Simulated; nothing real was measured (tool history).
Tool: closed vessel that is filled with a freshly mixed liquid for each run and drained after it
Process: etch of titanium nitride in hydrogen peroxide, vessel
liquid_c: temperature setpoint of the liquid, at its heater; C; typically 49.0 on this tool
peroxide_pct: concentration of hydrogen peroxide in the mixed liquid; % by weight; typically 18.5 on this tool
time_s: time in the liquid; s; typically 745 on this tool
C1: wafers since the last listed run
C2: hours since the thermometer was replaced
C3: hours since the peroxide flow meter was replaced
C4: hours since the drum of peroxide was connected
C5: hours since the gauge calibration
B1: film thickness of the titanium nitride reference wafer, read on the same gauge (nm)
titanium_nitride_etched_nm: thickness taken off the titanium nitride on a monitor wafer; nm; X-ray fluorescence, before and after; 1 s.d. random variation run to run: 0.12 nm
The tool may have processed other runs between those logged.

Run 1, hour 0.0: usual settings but peroxide_pct 22.0 % by weight; C1 0; C2 2891.5; C3 1457.9; C4 596.1; C5 180.6; B1 49.99. Result: titanium_nitride_etched_nm 21.75 nm.
Run 2, hour 9.1: usual settings but peroxide_pct 16.5 % by weight; C1 408; C2 2900.6; C3 1467.0; C4 605.2; C5 189.7; B1 49.97. Result: titanium_nitride_etched_nm 20.48 nm.
Run 3, hour 22.1: usual settings but liquid_c 56.0 C, peroxide_pct 17.0 % by weight; C1 584; C2 2913.6; C3 1480.0; C4 618.2; C5 202.7; B1 50.00. Result: titanium_nitride_etched_nm 33.64 nm.
Run 4, hour 30.6: usual settings but peroxide_pct 17.0 % by weight; C1 381; C2 2922.1; C3 1488.5; C4 626.7; C5 211.2; B1 50.00. Result: titanium_nitride_etched_nm 20.68 nm.
Run 5, hour 42.2: usual settings but peroxide_pct 17.0 % by weight; C1 521; C2 2933.7; C3 1500.1; C4 638.3; C5 222.8; B1 50.00. Result: titanium_nitride_etched_nm 20.34 nm.
Run 6, hour 57.8: usual settings but liquid_c 44.5 C, peroxide_pct 16.0 % by weight; C1 700; C2 2949.3; C3 1515.7; C4 653.9; C5 238.4; B1 50.00. Result: titanium_nitride_etched_nm 14.55 nm.
At hour 58.9: thermometer replaced.
Run 7, hour 67.7: usual settings; C1 399; C2 8.8; C3 1525.6; C4 663.8; C5 248.3; B1 50.01. Result: titanium_nitride_etched_nm 20.93 nm.
Run 8, hour 119.0: usual settings; C1 2305; C2 60.1; C3 1576.9; C4 715.1; C5 299.6; B1 50.00. Result: titanium_nitride_etched_nm 20.64 nm.
Run 9, hour 136.0: usual settings but time_s 845 s; C1 763; C2 77.1; C3 1593.9; C4 732.1; C5 316.6; B1 50.02. Result: titanium_nitride_etched_nm 23.53 nm.
At hour 137.1: peroxide flow meter replaced.
Run 10, hour 152.2: usual settings but time_s 845 s; C1 682; C2 93.3; C3 15.1; C4 748.3; C5 332.8; B1 50.00. Result: titanium_nitride_etched_nm 23.77 nm.
Run 11, hour 162.0: usual settings; C1 440; C2 103.1; C3 24.9; C4 758.1; C5 342.6; B1 50.01. Result: titanium_nitride_etched_nm 20.82 nm.
Run 12, hour 169.7: usual settings but peroxide_pct 21.5 % by weight, time_s 335 s; C1 345; C2 110.8; C3 32.6; C4 765.8; C5 350.3; B1 50.00. Result: titanium_nitride_etched_nm 9.81 nm.
Run 13, hour 177.8: usual settings but liquid_c 54.5 C, peroxide_pct 14.0 % by weight; C1 363; C2 118.9; C3 40.7; C4 773.9; C5 358.4; B1 50.01. Result: titanium_nitride_etched_nm 29.43 nm.
At hour 178.0: gauge calibrated.
At hour 204.4: new drum of peroxide connected.
Run 14, hour 229.4: usual settings; C1 2273; C2 170.5; C3 92.3; C4 25.0; C5 51.4; B1 50.01. Result: titanium_nitride_etched_nm 20.92 nm.
Run 15, hour 241.7: usual settings but liquid_c 56.5 C, peroxide_pct 15.0 % by weight, time_s 860 s; C1 552; C2 182.8; C3 104.6; C4 37.3; C5 63.7; B1 50.00. Result: titanium_nitride_etched_nm 38.71 nm.
Run 16, hour 252.4: usual settings but liquid_c 55.0 C, time_s 1100 s; C1 480; C2 193.5; C3 115.3; C4 48.0; C5 74.4; B1 49.99. Result: titanium_nitride_etched_nm 47.30 nm.
Run 17, hour 263.6: usual settings but liquid_c 45.5 C, time_s 880 s; C1 503; C2 204.7; C3 126.5; C4 59.2; C5 85.6; B1 49.97. Result: titanium_nitride_etched_nm 19.06 nm.
Run 18, hour 294.1: usual settings; C1 1370; C2 235.2; C3 157.0; C4 89.7; C5 116.1; B1 50.03. Result: titanium_nitride_etched_nm 20.91 nm.
Run 19, hour 305.0: usual settings but liquid_c 43.0 C, peroxide_pct 16.5 % by weight, time_s 885 s; C1 489; C2 246.1; C3 167.9; C4 100.6; C5 127.0; B1 50.00. Result: titanium_nitride_etched_nm 15.49 nm.
Run 20, hour 316.1: usual settings; C1 498; C2 257.2; C3 179.0; C4 111.7; C5 138.1; B1 50.00. Result: titanium_nitride_etched_nm 20.64 nm.
Run 21, hour 332.8: usual settings but liquid_c 53.5 C, peroxide_pct 22.0 % by weight; C1 750; C2 273.9; C3 195.7; C4 128.4; C5 154.8; B1 50.01. Result: titanium_nitride_etched_nm 29.79 nm.
Run 22, hour 343.2: usual settings but liquid_c 46.0 C, peroxide_pct 21.5 % by weight, time_s 520 s; C1 467; C2 284.3; C3 206.1; C4 138.8; C5 165.2; B1 50.01. Result: titanium_nitride_etched_nm 12.12 nm.
Run 23, hour 354.0: usual settings but peroxide_pct 16.5 % by weight, time_s 505 s; C1 485; C2 295.1; C3 216.9; C4 149.6; C5 176.0; B1 49.98. Result: titanium_nitride_etched_nm 13.84 nm.
Run 24, hour 367.4: usual settings but liquid_c 41.0 C, peroxide_pct 14.0 % by weight; C1 602; C2 308.5; C3 230.3; C4 163.0; C5 189.4; B1 50.03. Result: titanium_nitride_etched_nm 10.80 nm.
Run 25, hour 384.2: usual settings but liquid_c 54.5 C, peroxide_pct 14.0 % by weight; C1 754; C2 325.3; C3 247.1; C4 179.8; C5 206.2; B1 49.97. Result: titanium_nitride_etched_nm 29.25 nm.
Run 26, hour 400.0: usual settings but liquid_c 41.5 C, peroxide_pct 22.0 % by weight; C1 709; C2 341.1; C3 262.9; C4 195.6; C5 222.0; B1 50.00. Result: titanium_nitride_etched_nm 12.36 nm.
Run 27, hour 410.1: usual settings; C1 453; C2 351.2; C3 273.0; C4 205.7; C5 232.1; B1 50.00. Result: titanium_nitride_etched_nm 21.09 nm.
Run 28, hour 419.9: usual settings; C1 440; C2 361.0; C3 282.8; C4 215.5; C5 241.9; B1 50.00. Result: titanium_nitride_etched_nm 20.79 nm.

How the hidden state differs across the entries between the runs, from the last listed run before each to the first after it:
Run 6 -> run 7: thermometer replaced (hour 58.9)
  no difference in the tool's unlogged condition between these two runs
Run 9 -> run 10: peroxide flow meter replaced (hour 137.1)
  no difference in the tool's unlogged condition between these two runs
Run 13 -> run 14: gauge calibrated (hour 178.0); new drum of peroxide connected (hour 204.4)
  no difference in the tool's unlogged condition between these two runs
